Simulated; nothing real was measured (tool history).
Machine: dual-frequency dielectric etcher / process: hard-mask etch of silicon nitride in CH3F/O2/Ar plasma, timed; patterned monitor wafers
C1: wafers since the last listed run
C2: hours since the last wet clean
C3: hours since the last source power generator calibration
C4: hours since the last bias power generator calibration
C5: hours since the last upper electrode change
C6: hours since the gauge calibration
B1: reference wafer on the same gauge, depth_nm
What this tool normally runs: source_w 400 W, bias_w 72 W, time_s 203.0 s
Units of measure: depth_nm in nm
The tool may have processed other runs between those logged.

run 1 hour=0.0 | source_w=400 bias_w=72 time_s=203.0 | C1=0 C2=294.3 C3=1837.7 C4=1116.6 C5=1675.7 C6=551.6 | B1=146.2 | depth_nm=152.7
run 2 hour=85.7 | source_w=400 bias_w=72 time_s=203.0 | C1=390 C2=380.0 C3=1923.4 C4=1202.3 C5=1761.4 C6=637.3 | B1=146.9 | depth_nm=152.8
run 3 hour=113.9 | source_w=400 bias_w=72 time_s=203.0 | C1=128 C2=408.2 C3=1951.6 C4=1230.5 C5=1789.6 C6=665.5 | B1=146.9 | depth_nm=152.2
run 4 hour=140.9 | source_w=400 bias_w=72 time_s=203.0 | C1=123 C2=435.2 C3=1978.6 C4=1257.5 C5=1816.6 C6=692.5 | B1=147.2 | depth_nm=155.9
-- hour=158.1 gauge calibrated
run 5 hour=165.4 | source_w=400 bias_w=72 time_s=203.0 | C1=111 C2=459.7 C3=2003.1 C4=1282.0 C5=1841.1 C6=7.3 | B1=142.7 | depth_nm=149.5
run 6 hour=191.8 | source_w=400 bias_w=72 time_s=203.0 | C1=120 C2=486.1 C3=2029.5 C4=1308.4 C5=1867.5 C6=33.7 | B1=143.4 | depth_nm=149.3
run 7 hour=225.2 | source_w=400 bias_w=72 time_s=203.0 | C1=152 C2=519.5 C3=2062.9 C4=1341.8 C5=1900.9 C6=67.1 | B1=143.7 | depth_nm=149.6
-- hour=266.3 wet clean of the chamber
run 8 hour=266.8 | source_w=360 bias_w=72 time_s=203.0 | C1=80 C2=0.5 C3=2104.5 C4=1383.4 C5=1942.5 C6=108.7 | B1=143.6 | depth_nm=144.5
run 9 hour=309.9 | source_w=400 bias_w=72 time_s=203.0 | C1=196 C2=43.6 C3=2147.6 C4=1426.5 C5=1985.6 C6=151.8 | B1=143.9 | depth_nm=149.0
run 10 hour=324.4 | source_w=400 bias_w=63 time_s=203.0 | C1=66 C2=58.1 C3=2162.1 C4=1441.0 C5=2000.1 C6=166.3 | B1=143.8 | depth_nm=144.9
run 11 hour=342.8 | source_w=400 bias_w=72 time_s=203.0 | C1=83 C2=76.5 C3=2180.5 C4=1459.4 C5=2018.5 C6=184.7 | B1=144.5 | depth_nm=149.7
run 12 hour=361.3 | source_w=400 bias_w=72 time_s=203.0 | C1=84 C2=95.0 C3=2199.0 C4=1477.9 C5=2037.0 C6=203.2 | B1=144.2 | depth_nm=150.2
run 13 hour=382.9 | source_w=450 bias_w=65 time_s=168.5 | C1=98 C2=116.6 C3=2220.6 C4=1499.5 C5=2058.6 C6=224.8 | B1=144.5 | depth_nm=124.9
run 14 hour=414.5 | source_w=400 bias_w=90 time_s=203.0 | C1=144 C2=148.2 C3=2252.2 C4=1531.1 C5=2090.2 C6=256.4 | B1=144.4 | depth_nm=159.4
run 15 hour=464.2 | source_w=400 bias_w=66 time_s=263.5 | C1=226 C2=197.9 C3=2301.9 C4=1580.8 C5=2139.9 C6=306.1 | B1=144.6 | depth_nm=190.8
run 16 hour=490.4 | source_w=470 bias_w=82 time_s=203.0 | C1=119 C2=224.1 C3=2328.1 C4=1607.0 C5=2166.1 C6=332.3 | B1=144.8 | depth_nm=163.2
-- hour=528.9 upper electrode replaced
run 17 hour=529.4 | source_w=320 bias_w=89 time_s=221.5 | C1=68 C2=263.1 C3=2367.1 C4=1646.0 C5=0.5 C6=371.3 | B1=145.1 | depth_nm=165.6
run 18 hour=549.1 | source_w=400 bias_w=72 time_s=203.0 | C1=89 C2=282.8 C3=2386.8 C4=1665.7 C5=20.2 C6=391.0 | B1=145.3 | depth_nm=150.6
run 19 hour=565.6 | source_w=400 bias_w=72 time_s=203.0 | C1=75 C2=299.3 C3=2403.3 C4=1682.2 C5=36.7 C6=407.5 | B1=145.4 | depth_nm=152.2
run 20 hour=583.0 | source_w=340 bias_w=72 time_s=203.0 | C1=79 C2=316.7 C3=2420.7 C4=1699.6 C5=54.1 C6=424.9 | B1=145.4 | depth_nm=146.2
run 21 hour=600.9 | source_w=460 bias_w=72 time_s=203.0 | C1=81 C2=334.6 C3=2438.6 C4=1717.5 C5=72.0 C6=442.8 | B1=145.4 | depth_nm=159.6
-- hour=619.0 source power generator calibrated
run 22 hour=634.1 | source_w=490 bias_w=67 time_s=234.5 | C1=133 C2=367.8 C3=15.1 C4=1750.7 C5=105.2 C6=476.0 | B1=145.3 | depth_nm=183.3
-- hour=666.1 bias power generator calibrated
run 23 hour=717.6 | source_w=370 bias_w=89 time_s=222.5 | C1=362 C2=451.3 C3=98.6 C4=51.5 C5=188.7 C6=559.5 | B1=145.8 | depth_nm=174.1
run 24 hour=786.3 | source_w=470 bias_w=89 time_s=170.0 | C1=313 C2=520.0 C3=167.3 C4=120.2 C5=257.4 C6=628.2 | B1=146.5 | depth_nm=142.3
run 25 hour=808.5 | source_w=400 bias_w=72 time_s=203.0 | C1=101 C2=542.2 C3=189.5 C4=142.4 C5=279.6 C6=650.4 | B1=146.4 | depth_nm=151.7
run 26 hour=824.0 | source_w=310 bias_w=61 time_s=152.5 | C1=70 C2=557.7 C3=205.0 C4=157.9 C5=295.1 C6=665.9 | B1=146.8 | depth_nm=103.0
run 27 hour=838.7 | source_w=400 bias_w=72 time_s=203.0 | C1=67 C2=572.4 C3=219.7 C4=172.6 C5=309.8 C6=680.6 | B1=146.7 | depth_nm=153.3
run 28 hour=862.6 | source_w=400 bias_w=79 time_s=159.0 | C1=108 C2=596.3 C3=243.6 C4=196.5 C5=333.7 C6=704.5 | B1=147.1 | depth_nm=124.0
run 29 hour=878.3 | source_w=400 bias_w=90 time_s=203.0 | C1=71 C2=612.0 C3=259.3 C4=212.2 C5=349.4 C6=720.2 | B1=146.9 | depth_nm=163.3
-- hour=922.7 wet clean of the chamber
run 30 hour=923.2 | source_w=360 bias_w=81 time_s=228.0 | C1=95 C2=0.5 C3=304.2 C4=257.1 C5=394.3 C6=765.1 | B1=147.2 | depth_nm=171.3

Hidden condition of the tool, last listed run before each entry between runs versus first listed run after:
Between runs 4 and 5: gauge calibrated (hour 158.1)
  gauge reads high (%): 2.91 -> 0.0404
  measured less the result without the state, depth_nm: +4.4 -> +0.0 nm
Between runs 7 and 8: wet clean of the chamber (hour 266.3)
  gauge reads high (%): 0.27 -> 0.43
  measured less the result without the state, depth_nm: +0.4 -> +0.6 nm
Between runs 16 and 17: upper electrode replaced (hour 528.9)
  gauge reads high (%): 1.29 -> 1.44
  measured less the result without the state, depth_nm: +2.1 -> +2.4 nm
Between runs 21 and 22: source power generator calibrated (hour 619.0)
  gauge reads high (%): 1.71 -> 1.84
  measured less the result without the state, depth_nm: +2.7 -> +3.3 nm
Between runs 22 and 23: bias power generator calibrated (hour 666.1)
  gauge reads high (%): 1.84 -> 2.16
  measured less the result without the state, depth_nm: +3.3 -> +3.7 nm
Between runs 29 and 30: wet clean of the chamber (hour 922.7)
  gauge reads high (%): 2.78 -> 2.95
  measured less the result without the state, depth_nm: +4.4 -> +4.9 nm
